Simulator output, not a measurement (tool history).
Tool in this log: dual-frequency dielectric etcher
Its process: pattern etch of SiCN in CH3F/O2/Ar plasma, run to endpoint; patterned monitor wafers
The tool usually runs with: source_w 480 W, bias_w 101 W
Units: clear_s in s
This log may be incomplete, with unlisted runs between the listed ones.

| run | hour | source_w | bias_w | incoming incoming film thickness, nm | clear_s |
|---|---|---|---|---|---|
| 1 | 0.0 | 480 | 101 | 11.98 | 24.5 |
| 2 | 26.2 | 480 | 101 | 12.08 | 24.7 |
| 3 | 119.5 | 480 | 101 | 12.09 | 24.4 |
| 4 | 155.4 | 480 | 101 | 11.97 | 24.8 |
| 5 | 180.6 | 480 | 117 | 11.96 | 23.2 |
| 6 | 212.6 | 480 | 117 | 12.02 | 22.6 |
|  | 233.7 | bias power generator calibrated |
| 7 | 242.3 | 480 | 101 | 12.00 | 24.7 |
| 8 | 262.5 | 480 | 101 | 11.97 | 24.8 |
| 9 | 280.7 | 480 | 101 | 12.04 | 24.6 |
| 10 | 315.3 | 420 | 101 | 11.99 | 26.8 |
|  | 330.6 | source power generator calibrated |
| 11 | 332.9 | 480 | 90 | 12.03 | 25.9 |
| 12 | 351.1 | 480 | 90 | 11.92 | 26.1 |
| 13 | 384.9 | 480 | 101 | 11.91 | 24.6 |
| 14 | 419.0 | 480 | 106 | 11.93 | 23.8 |
| 15 | 435.5 | 480 | 117 | 12.09 | 23.3 |
|  | 473.3 | wet clean of the chamber |
| 16 | 473.8 | 480 | 116 | 12.02 | 23.3 |
| 17 | 485.8 | 480 | 101 | 12.04 | 25.1 |
|  | 526.4 | upper electrode replaced |
| 18 | 526.9 | 480 | 101 | 11.91 | 24.5 |
| 19 | 532.8 | 360 | 80 | 12.08 | 33.1 |
| 20 | 561.6 | 530 | 81 | 12.04 | 26.0 |
| 21 | 576.0 | 560 | 115 | 12.00 | 21.7 |
| 22 | 602.5 | 420 | 124 | 12.01 | 24.0 |
| 23 | 623.6 | 530 | 101 | 11.90 | 23.2 |
| 24 | 649.2 | 430 | 112 | 12.02 | 25.3 |
| 25 | 680.0 | 570 | 101 | 11.90 | 22.2 |
| 26 | 702.3 | 380 | 88 | 12.09 | 31.0 |
| 27 | 729.2 | 440 | 101 | 11.93 | 25.6 |

Run 28 has not been measured yet. What should we expect?
| 28 | 755.2 | 570 | 114 | 12.06 | ? |

clear_s: 21.6 s
Without the tool's hidden state the same run would have given clear_s 21.6 s.
